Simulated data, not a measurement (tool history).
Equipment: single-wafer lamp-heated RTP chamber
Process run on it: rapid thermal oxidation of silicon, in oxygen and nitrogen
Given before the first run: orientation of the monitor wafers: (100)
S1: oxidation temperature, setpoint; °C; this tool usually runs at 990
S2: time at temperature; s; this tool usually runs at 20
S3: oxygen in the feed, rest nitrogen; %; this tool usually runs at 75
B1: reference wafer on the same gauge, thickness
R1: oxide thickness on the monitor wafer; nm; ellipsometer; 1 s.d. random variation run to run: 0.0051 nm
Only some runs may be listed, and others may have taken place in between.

{"run": 1, "day": 0.0, "S1": 990, "S2": 20, "S3": 75, "B1": 3.31, "R1": 3.423}
{"run": 2, "day": 1.633, "S1": 990, "S2": 20, "S3": 75, "B1": 3.309, "R1": 3.428}
{"run": 3, "day": 4.425, "S1": 990, "S2": 20, "S3": 75, "B1": 3.309, "R1": 3.435}
{"run": 4, "day": 5.492, "S1": 990, "S2": 20, "S3": 75, "B1": 3.31, "R1": 3.423}
{"run": 5, "day": 8.392, "S1": 990, "S2": 17, "S3": 75, "B1": 3.309, "R1": 3.25}
{"run": 6, "day": 9.908, "S1": 990, "S2": 17, "S3": 75, "B1": 3.31, "R1": 3.26}
{"run": 7, "day": 12.488, "S1": 990, "S2": 17, "S3": 75, "B1": 3.309, "R1": 3.254}
{"run": 8, "day": 15.888, "S1": 990, "S2": 20, "S3": 75, "B1": 3.31, "R1": 3.451}
{"run": 9, "day": 17.412, "S1": 990, "S2": 20, "S3": 75, "B1": 3.31, "R1": 3.445}
{"run": 10, "day": 20.329, "S1": 990, "S2": 20, "S3": 75, "B1": 3.309, "R1": 3.464}
{"run": 11, "day": 21.992, "S1": 990, "S2": 20, "S3": 75, "B1": 3.31, "R1": 3.463}
{"run": 12, "day": 24.383, "S1": 990, "S2": 20, "S3": 75, "B1": 3.31, "R1": 3.47}
{"day": 26.371, "done": "pyrometer window cleaned and pyrometer calibrated"}
{"day": 26.671, "done": "oxygen flow controller replaced"}
{"day": 30.071, "done": "gauge calibrated"}
{"run": 13, "day": 31.979, "S1": 996, "S2": 20, "S3": 75, "B1": 3.311, "R1": 3.549}
{"run": 14, "day": 33.108, "S1": 996, "S2": 20, "S3": 75, "B1": 3.31, "R1": 3.549}
{"run": 15, "day": 34.879, "S1": 1005, "S2": 11, "S3": 65, "B1": 3.31, "R1": 2.985}
{"run": 16, "day": 37.383, "S1": 979, "S2": 27, "S3": 85, "B1": 3.31, "R1": 3.695}
{"run": 17, "day": 38.442, "S1": 1012, "S2": 20, "S3": 75, "B1": 3.31, "R1": 3.924}
{"run": 18, "day": 40.746, "S1": 990, "S2": 29, "S3": 67, "B1": 3.309, "R1": 3.794}
{"run": 19, "day": 42.321, "S1": 990, "S2": 11, "S3": 98, "B1": 3.31, "R1": 3.038}
{"run": 20, "day": 44.146, "S1": 990, "S2": 20, "S3": 75, "B1": 3.31, "R1": 3.441}
{"run": 21, "day": 45.767, "S1": 990, "S2": 20, "S3": 75, "B1": 3.31, "R1": 3.437}
{"run": 22, "day": 48.062, "S1": 1009, "S2": 10, "S3": 85, "B1": 3.31, "R1": 3.171}
{"run": 23, "day": 49.788, "S1": 990, "S2": 13, "S3": 75, "B1": 3.31, "R1": 3.004}
{"run": 24, "day": 51.942, "S1": 990, "S2": 20, "S3": 75, "B1": 3.31, "R1": 3.457}
{"run": 25, "day": 54.146, "S1": 990, "S2": 29, "S3": 67, "B1": 3.309, "R1": 3.825}
{"day": 56.862, "done": "pyrometer window cleaned and pyrometer calibrated"}
{"run": 26, "day": 56.933, "S1": 998, "S2": 13, "S3": 48, "B1": 3.31, "R1": 2.82}
{"run": 27, "day": 58.317, "S1": 990, "S2": 24, "S3": 89, "B1": 3.31, "R1": 3.831}
{"run": 28, "day": 59.588, "S1": 990, "S2": 11, "S3": 96, "B1": 3.309, "R1": 3.011}
{"run": 29, "day": 62.3, "S1": 990, "S2": 20, "S3": 75, "B1": 3.311, "R1": 3.426}
{"run": 30, "day": 70.058, "S1": 990, "S2": 12, "S3": 98, "B1": 3.311, "R1": 3.117}
{"run": 31, "day": 71.746, "S1": 1002, "S2": 20, "S3": 75, "B1": 3.31, "R1": 3.69}
{"run": 32, "day": 73.746, "S1": 961, "S2": 29, "S3": 98, "B1": 3.31, "R1": 3.527}
{"run": 33, "day": 75.846, "S1": 990, "S2": 20, "S3": 75, "B1": 3.309, "R1": 3.446}
{"run": 34, "day": 76.888, "S1": 1009, "S2": 26, "S3": 49, "B1": 3.31, "R1": 3.781}
{"run": 35, "day": 78.892, "S1": 990, "S2": 27, "S3": 75, "B1": 3.31, "R1": 3.844}
{"run": 36, "day": 80.542, "S1": 990, "S2": 20, "S3": 58, "B1": 3.311, "R1": 3.247}
{"run": 37, "day": 82.125, "S1": 964, "S2": 13, "S3": 75, "B1": 3.309, "R1": 2.675}
{"day": 83.462, "done": "pyrometer window cleaned and pyrometer calibrated"}
{"run": 38, "day": 83.767, "S1": 964, "S2": 20, "S3": 63, "B1": 3.309, "R1": 2.883}

Hidden state, per run?
gauge reads high (%): 0, the same for each run
H1: true wafer temperature minus pyrometer reading, K
H2: deviation of the oxygen flow from its setpoint, %
run=1 H1=0.126 H2=4.72
run=2 H1=0.161 H2=4.86
run=3 H1=0.247 H2=5.11
run=4 H1=0.289 H2=5.2
run=5 H1=0.427 H2=5.45
run=6 H1=0.513 H2=5.58
run=7 H1=0.681 H2=5.81
run=8 H1=0.946 H2=6.1
run=9 H1=1.08 H2=6.23
run=10 H1=1.36 H2=6.49
run=11 H1=1.54 H2=6.63
run=12 H1=1.82 H2=6.84
run=13 H1=0.329 H2=2.57
run=14 H1=0.358 H2=2.67
run=15 H1=0.415 H2=2.82
run=16 H1=0.518 H2=3.04
run=17 H1=0.569 H2=3.13
run=18 H1=0.697 H2=3.33
run=19 H1=0.798 H2=3.47
run=20 H1=0.927 H2=3.63
run=21 H1=1.05 H2=3.77
run=22 H1=1.25 H2=3.97
run=23 H1=1.42 H2=4.12
run=24 H1=1.64 H2=4.3
run=25 H1=1.88 H2=4.5
run=26 H1=0.168 H2=4.74
run=27 H1=0.172 H2=4.86
run=28 H1=0.183 H2=4.97
run=29 H1=0.23 H2=5.2
run=30 H1=0.534 H2=5.88
run=31 H1=0.633 H2=6.02
run=32 H1=0.767 H2=6.2
run=33 H1=0.925 H2=6.38
run=34 H1=1.01 H2=6.47
run=35 H1=1.19 H2=6.64
run=36 H1=1.35 H2=6.79
run=37 H1=1.51 H2=6.93
run=38 H1=0.131 H2=7.07
